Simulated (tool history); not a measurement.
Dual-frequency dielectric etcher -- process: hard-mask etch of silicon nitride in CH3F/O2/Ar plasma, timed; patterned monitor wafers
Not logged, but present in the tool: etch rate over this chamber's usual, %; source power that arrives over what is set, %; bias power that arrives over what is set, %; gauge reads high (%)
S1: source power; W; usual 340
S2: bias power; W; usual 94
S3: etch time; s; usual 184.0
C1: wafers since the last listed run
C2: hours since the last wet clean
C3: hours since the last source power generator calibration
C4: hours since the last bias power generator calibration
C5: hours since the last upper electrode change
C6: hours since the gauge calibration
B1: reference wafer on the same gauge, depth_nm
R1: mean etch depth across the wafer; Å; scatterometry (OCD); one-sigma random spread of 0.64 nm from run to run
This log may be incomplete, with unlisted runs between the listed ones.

run,hour,S1,S2,S3,C1,C2,C3,C4,C5,C6,B1,R1
1,0.0,340,94,184.0,0,76.8,1290.3,1519.0,4058.3,714.0,130.0,1282
2,64.0,340,86,184.0,346,140.8,1354.3,1583.0,4122.3,778.0,130.1,1248
3,97.0,340,86,184.0,178,173.8,1387.3,1616.0,4155.3,811.0,130.1,1246
4,149.5,340,86,184.0,283,226.3,1439.8,1668.5,4207.8,863.5,130.0,1266
5,175.7,340,94,165.0,141,252.5,1466.0,1694.7,4234.0,889.7,130.0,1155
6,244.6,340,94,184.0,372,321.4,1534.9,1763.6,4302.9,958.6,130.1,1291
7,429.7,340,94,184.0,1000,506.5,1720.0,1948.7,4488.0,1143.7,130.1,1294
8,476.6,340,94,184.0,253,553.4,1766.9,1995.6,4534.9,1190.6,130.0,1288
# hour 512.9: wet clean of the chamber
9,517.5,340,94,184.0,91,4.6,1807.8,2036.5,4575.8,1231.5,130.0,1284
10,555.3,340,94,184.0,204,42.4,1845.6,2074.3,4613.6,1269.3,129.9,1280
# hour 701.1: gauge calibrated
# hour 712.0: source power generator calibrated
11,716.3,340,94,184.0,848,203.4,4.3,2235.3,4774.6,15.2,129.8,1315
12,774.8,340,94,184.0,316,261.9,62.8,2293.8,4833.1,73.7,130.0,1310
13,846.6,340,94,184.0,388,333.7,134.6,2365.6,4904.9,145.5,129.9,1314
# hour 876.1: upper electrode replaced
14,876.6,290,94,184.0,32,363.7,164.6,2395.6,0.5,175.5,129.9,1184
15,937.9,390,102,184.0,331,425.0,225.9,2456.9,61.8,236.8,130.0,1465
16,1006.7,280,85,137.5,372,493.8,294.7,2525.7,130.6,305.6,130.0,830
# hour 1049.3: wet clean of the chamber
17,1054.8,340,102,152.5,130,5.5,342.8,2573.8,178.7,353.7,129.9,1114
18,1098.1,340,94,184.0,234,48.8,386.1,2617.1,222.0,397.0,129.9,1302
19,1160.3,340,111,184.0,336,111.0,448.3,2679.3,284.2,459.2,130.0,1377
20,1195.8,340,94,184.0,191,146.5,483.8,2714.8,319.7,494.7,130.0,1307
# hour 1223.0: bias power generator calibrated
21,1227.7,340,110,184.0,150,178.4,515.7,4.7,351.6,526.6,130.1,1378
22,1297.6,340,94,155.5,377,248.3,585.6,74.6,421.5,596.5,129.9,1095
23,1365.5,340,111,184.0,367,316.2,653.5,142.5,489.4,664.4,130.1,1377
24,1415.5,290,94,237.0,270,366.2,703.5,192.5,539.4,714.4,130.1,1502
25,1447.8,260,94,220.0,174,398.5,735.8,224.8,571.7,746.7,130.0,1289
26,1485.6,300,94,223.0,204,436.3,773.6,262.6,609.5,784.5,130.0,1445
27,1531.8,340,94,184.0,249,482.5,819.8,308.8,655.7,830.7,130.1,1283
28,1575.2,380,116,134.0,234,525.9,863.2,352.2,699.1,874.1,130.0,1065
# hour 1606.9: wet clean of the chamber
29,1609.4,320,75,223.0,55,2.5,897.4,386.4,733.3,908.3,130.0,1395

Branching from run 29: 5 alternative next runs. What would each branch give?
A,1609.9,340,94,184.0,2,3.0,897.9,386.9,733.8,908.8,?,?
B,1609.9,260,94,184.0,2,3.0,897.9,386.9,733.8,908.8,?,?
C,1609.9,340,74,184.0,2,3.0,897.9,386.9,733.8,908.8,?,?
D,1609.9,340,94,159.0,2,3.0,897.9,386.9,733.8,908.8,?,?
E,1609.9,360,94,157.0,2,3.0,897.9,386.9,733.8,908.8,?,?

run,B1,R1
A,130.0,1285
B,130.0,1079
C,130.0,1188
D,130.0,1110
E,130.0,1134
Without the tool's unlogged condition, the same runs would have read:
run,R1
A,1320
B,1108
C,1221
D,1140
E,1164
